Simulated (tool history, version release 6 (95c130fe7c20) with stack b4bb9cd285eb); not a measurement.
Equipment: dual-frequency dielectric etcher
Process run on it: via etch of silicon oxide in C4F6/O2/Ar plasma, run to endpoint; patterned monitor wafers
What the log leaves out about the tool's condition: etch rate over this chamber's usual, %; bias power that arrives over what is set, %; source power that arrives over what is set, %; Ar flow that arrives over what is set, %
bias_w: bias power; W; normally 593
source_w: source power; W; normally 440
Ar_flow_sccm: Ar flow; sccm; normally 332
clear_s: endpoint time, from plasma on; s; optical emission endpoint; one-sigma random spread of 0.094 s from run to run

run     day  bias_w  source_w  Ar_flow_sccm  wafers since the last listed run  hours since the last wet clean  hours since the last bias power generator calibration  hours since the last source power generator calibration  hours since the last Ar flow controller change  hours since the last upper electrode change  incoming incoming film thickness, nm  clear_s
  1   0.000     557       440           332                                 0                           211.9                                                 3133.9                                                   1655.9                                          2243.1                                       4578.2                                 110.8     24.3
  2   2.783     557       440           332                              1371                           278.7                                                 3200.7                                                   1722.7                                          2309.9                                       4645.0                                 109.7     24.2
  3   5.546     593       440           332                              1361                           345.0                                                 3267.0                                                   1789.0                                          2376.2                                       4711.3                                 110.8     23.8
  4   8.092     593       440           332                              1254                           406.1                                                 3328.1                                                   1850.1                                          2437.3                                       4772.4                                 109.7     23.5
  5   9.558     593       440           332                               722                           441.3                                                 3363.3                                                   1885.3                                          2472.5                                       4807.6                                 109.9     23.7
  6  11.546     704       490           332                               979                           489.0                                                 3411.0                                                   1933.0                                          2520.2                                       4855.3                                 110.3     21.3
     14.404  -- wet clean of the chamber
  7  14.467     538       440           282                               946                             1.5                                                 3481.1                                                   2003.1                                          2590.3                                       4925.4                                 111.6     24.9
  8  16.600     593       350           268                              1051                            52.7                                                 3532.3                                                   2054.3                                          2641.5                                       4976.6                                 111.1     25.4
     17.338  -- bias power generator calibrated
  9  17.967     701       440           332                               591                            85.5                                                   15.1                                                   2087.1                                          2674.3                                       5009.4                                 110.8     22.5
     19.846  -- source power generator calibrated
     20.638  -- upper electrode replaced
 10  20.929     593       340           290                               986                           156.6                                                   86.2                                                     26.0                                          2745.4                                          7.0                                 111.6     25.5
 11  22.483     593       520           332                               765                           193.9                                                  123.5                                                     63.3                                          2782.7                                         44.3                                 110.5     22.2
 12  24.796     654       440           332                              1139                           249.4                                                  179.0                                                    118.8                                          2838.2                                         99.8                                 111.0     22.5
 13  26.658     645       410           386                               917                           294.1                                                  223.7                                                    163.5                                          2882.9                                        144.5                                 111.4     23.5
 14  27.696     593       440           332                               511                           319.0                                                  248.6                                                    188.4                                          2907.8                                        169.4                                 110.8     23.5
 15  29.312     593       350           279                               796                           357.8                                                  287.4                                                    227.2                                          2946.6                                        208.2                                 111.6     25.2
 16  31.996     460       530           396                              1322                           422.2                                                  351.8                                                    291.6                                          3011.0                                        272.6                                 110.7     24.7
     33.683  -- wet clean of the chamber
 17  33.704     712       490           391                               349                             0.5                                                  392.8                                                    332.6                                          3052.0                                        313.6                                 109.8     21.1
 18  34.783     593       510           396                               531                            26.4                                                  418.7                                                    358.5                                          3077.9                                        339.5                                 110.8     22.8
 19  37.429     547       440           370                              1304                            89.9                                                  482.2                                                    422.0                                          3141.4                                        403.0                                 109.9     24.3
 20  39.579     593       440           310                              1059                           141.5                                                  533.8                                                    473.6                                          3193.0                                        454.6                                 111.2     23.4

What does the tool deliver on the next run?
     40.496  -- Ar flow controller replaced
 21  40.983     728       480           332                               568                           175.2                                                  567.5                                                    507.3                                            11.7                                        488.3                                 110.0        ?

clear_s: 21.1 s
Had the tool carried no hidden state, the very same run would have given clear_s 21.0 s.
